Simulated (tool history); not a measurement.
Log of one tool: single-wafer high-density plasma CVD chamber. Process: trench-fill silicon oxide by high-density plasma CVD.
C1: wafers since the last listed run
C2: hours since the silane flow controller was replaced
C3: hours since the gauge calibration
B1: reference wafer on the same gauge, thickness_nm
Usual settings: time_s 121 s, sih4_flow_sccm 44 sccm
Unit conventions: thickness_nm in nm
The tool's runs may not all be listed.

run 1 hour=0 | time_s=121 sih4_flow_sccm=44 | C1=0 C2=3947.4 C3=247.7 | B1=488.986 | thickness_nm=556.283
run 2 hour=35.2 | time_s=121 sih4_flow_sccm=44 | C1=253 C2=3982.6 C3=282.9 | B1=489.15 | thickness_nm=557.356
run 3 hour=68.1 | time_s=121 sih4_flow_sccm=44 | C1=237 C2=4015.5 C3=315.8 | B1=488.689 | thickness_nm=556.513
run 4 hour=99.1 | time_s=121 sih4_flow_sccm=44 | C1=223 C2=4046.5 C3=346.8 | B1=488.841 | thickness_nm=556.278
run 5 hour=132 | time_s=121 sih4_flow_sccm=44 | C1=237 C2=4079.4 C3=379.7 | B1=488.889 | thickness_nm=555.35
run 6 hour=155.9 | time_s=121 sih4_flow_sccm=44 | C1=172 C2=4103.3 C3=403.6 | B1=489.007 | thickness_nm=556.724
run 7 hour=184.8 | time_s=121 sih4_flow_sccm=44 | C1=208 C2=4132.2 C3=432.5 | B1=489.136 | thickness_nm=558.519
run 8 hour=208.6 | time_s=121 sih4_flow_sccm=44 | C1=171 C2=4156 C3=456.3 | B1=489.085 | thickness_nm=558.277
-- hour=255.9 gauge calibrated
run 9 hour=316.1 | time_s=121 sih4_flow_sccm=44 | C1=775 C2=4263.5 C3=60.2 | B1=489.068 | thickness_nm=557.387
run 10 hour=330.9 | time_s=121 sih4_flow_sccm=44 | C1=106 C2=4278.3 C3=75 | B1=488.961 | thickness_nm=558.162
run 11 hour=343.1 | time_s=121 sih4_flow_sccm=44 | C1=88 C2=4290.5 C3=87.2 | B1=489.246 | thickness_nm=558.769
run 12 hour=410.1 | time_s=133 sih4_flow_sccm=38 | C1=483 C2=4357.5 C3=154.2 | B1=488.997 | thickness_nm=565.365
-- hour=488 silane flow controller replaced
run 13 hour=488.5 | time_s=104 sih4_flow_sccm=36 | C1=507 C2=0.5 C3=232.6 | B1=489.085 | thickness_nm=414.793
run 14 hour=517.7 | time_s=100 sih4_flow_sccm=44 | C1=210 C2=29.7 C3=261.8 | B1=488.813 | thickness_nm=444.954
run 15 hour=531.8 | time_s=132 sih4_flow_sccm=44 | C1=101 C2=43.8 C3=275.9 | B1=488.926 | thickness_nm=586.46
run 16 hour=558.5 | time_s=133 sih4_flow_sccm=40 | C1=192 C2=70.5 C3=302.6 | B1=488.929 | thickness_nm=560.224
run 17 hour=592.2 | time_s=142 sih4_flow_sccm=38 | C1=243 C2=104.2 C3=336.3 | B1=489.022 | thickness_nm=579.911
run 18 hour=627.8 | time_s=121 sih4_flow_sccm=44 | C1=256 C2=139.8 C3=371.9 | B1=488.918 | thickness_nm=538.976
run 19 hour=646.9 | time_s=142 sih4_flow_sccm=38 | C1=137 C2=158.9 C3=391 | B1=489.156 | thickness_nm=581.846
run 20 hour=678.5 | time_s=143 sih4_flow_sccm=40 | C1=227 C2=190.5 C3=422.6 | B1=489.007 | thickness_nm=601.963
run 21 hour=691.5 | time_s=97 sih4_flow_sccm=44 | C1=93 C2=203.5 C3=435.6 | B1=488.877 | thickness_nm=431.442
-- hour=712.3 gauge calibrated
run 22 hour=725.6 | time_s=133 sih4_flow_sccm=41 | C1=245 C2=237.6 C3=13.3 | B1=489.138 | thickness_nm=569.347
run 23 hour=748.1 | time_s=102 sih4_flow_sccm=37 | C1=162 C2=260.1 C3=35.8 | B1=489.122 | thickness_nm=412.148

Each row is a separate what-if for the run after 23, all from the same tool condition, not one after another. Results?
run A hour=748.5 | time_s=133 sih4_flow_sccm=44 | C1=2 C2=260.5 C3=36.2 | B1=? | thickness_nm=?
run B hour=748.5 | time_s=138 sih4_flow_sccm=44 | C1=2 C2=260.5 C3=36.2 | B1=? | thickness_nm=?
run C hour=748.5 | time_s=109 sih4_flow_sccm=49 | C1=2 C2=260.5 C3=36.2 | B1=? | thickness_nm=?

run=A B1=489.18 thickness_nm=593.931
run=B B1=489.18 thickness_nm=616.259
run=C B1=489.18 thickness_nm=518.7
What these runs would have given with no unlogged condition in the tool:
run=A thickness_nm=592.239
run=B thickness_nm=614.503
run=C thickness_nm=517.222

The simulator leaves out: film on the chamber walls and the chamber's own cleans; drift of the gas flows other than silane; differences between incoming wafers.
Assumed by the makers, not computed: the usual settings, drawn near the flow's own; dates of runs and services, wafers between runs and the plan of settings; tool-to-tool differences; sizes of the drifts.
